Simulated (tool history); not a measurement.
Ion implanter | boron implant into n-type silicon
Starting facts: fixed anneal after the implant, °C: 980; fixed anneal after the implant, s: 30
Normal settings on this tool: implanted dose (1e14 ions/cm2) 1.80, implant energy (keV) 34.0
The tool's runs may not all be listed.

run	hour	implanted dose (1e14 ions/cm2)	implant energy (keV)	read-back reference wafer on the same gauge, sheet resistance	sheet resistance of the implanted and annealed layer (ohm/square)
1	0.0	1.80	34.0	444.94	479.17
# hour 74.0: Faraday cup replaced and dose calibrated
2	74.5	1.80	34.0	444.41	461.44
# hour 89.9: gauge calibrated
3	136.8	1.80	34.0	444.54	464.28
4	167.7	1.80	34.0	444.86	468.57
5	198.8	1.80	34.0	444.77	469.92
6	242.9	1.96	38.0	444.65	438.55
7	272.5	1.96	38.0	444.83	437.30
8	309.1	2.12	34.0	445.42	418.84
9	377.4	2.12	34.0	444.94	423.32
10	457.2	2.12	34.0	445.18	424.81
11	515.6	1.61	34.0	445.53	516.46
12	576.1	1.80	34.0	444.41	477.92
13	621.4	1.80	34.0	445.03	475.95
14	677.3	1.80	34.0	444.94	478.23
15	734.0	2.13	34.0	444.88	425.53
16	788.8	1.58	29.0	445.68	540.03
17	848.0	1.36	28.0	444.77	606.83
# hour 905.7: extraction supply calibrated
18	906.2	1.80	34.0	444.56	481.06
# hour 943.5: gauge calibrated
19	953.8	1.97	30.0	444.46	459.62
20	989.5	2.12	34.0	443.91	427.05
# hour 1044.0: Faraday cup replaced and dose calibrated
21	1054.4	1.51	25.0	445.56	554.37
22	1120.9	1.80	28.5	444.83	482.85
23	1174.2	1.80	34.0	444.70	470.81
24	1243.7	1.80	34.0	445.01	472.02
25	1304.9	1.99	34.0	444.54	441.35
26	1340.9	1.80	34.0	445.49	475.90
27	1405.4	1.80	34.0	444.17	478.39
28	1462.8	2.10	29.5	444.84	435.15
29	1520.0	1.53	28.5	445.53	554.02
30	1550.0	2.00	39.0	444.99	434.91

Pick out some run-to-run changes in sheet resistance of the implanted and annealed layer (ohm/square). Of each, how much would a tool without hidden state show as well, from the settings, what came in and chance, and how much is left for the hidden state and any gauge scatter not in both results compared?
The tool's hidden condition here consists of: deviation of the true dose from the Faraday cup's reading, %; deviation of the true energy from its setpoint, %; gauge reads high (%).
Run 1 -> 2: Faraday cup replaced and dose calibrated. sheet resistance of the implanted and annealed layer (ohm/square) -17.73: hidden state -16.37, all else -1.36.
Run 17 -> 18: implanted dose (1e14 ions/cm2) 1.36 -> 1.80, implant energy (keV) 28.0 -> 34.0, extraction supply calibrated. sheet resistance of the implanted and annealed layer (ohm/square) -125.77: hidden state -4.40, all else -121.37.
Run 20 -> 21: implanted dose (1e14 ions/cm2) 2.12 -> 1.51, implant energy (keV) 34.0 -> 25.0, Faraday cup replaced and dose calibrated. sheet resistance of the implanted and annealed layer (ohm/square) +127.32: hidden state -13.30, all else +140.62.
Run 29 -> 30: implanted dose (1e14 ions/cm2) 1.53 -> 2.00, implant energy (keV) 28.5 -> 39.0. sheet resistance of the implanted and annealed layer (ohm/square) -119.11: hidden state -3.96, all else -115.15.
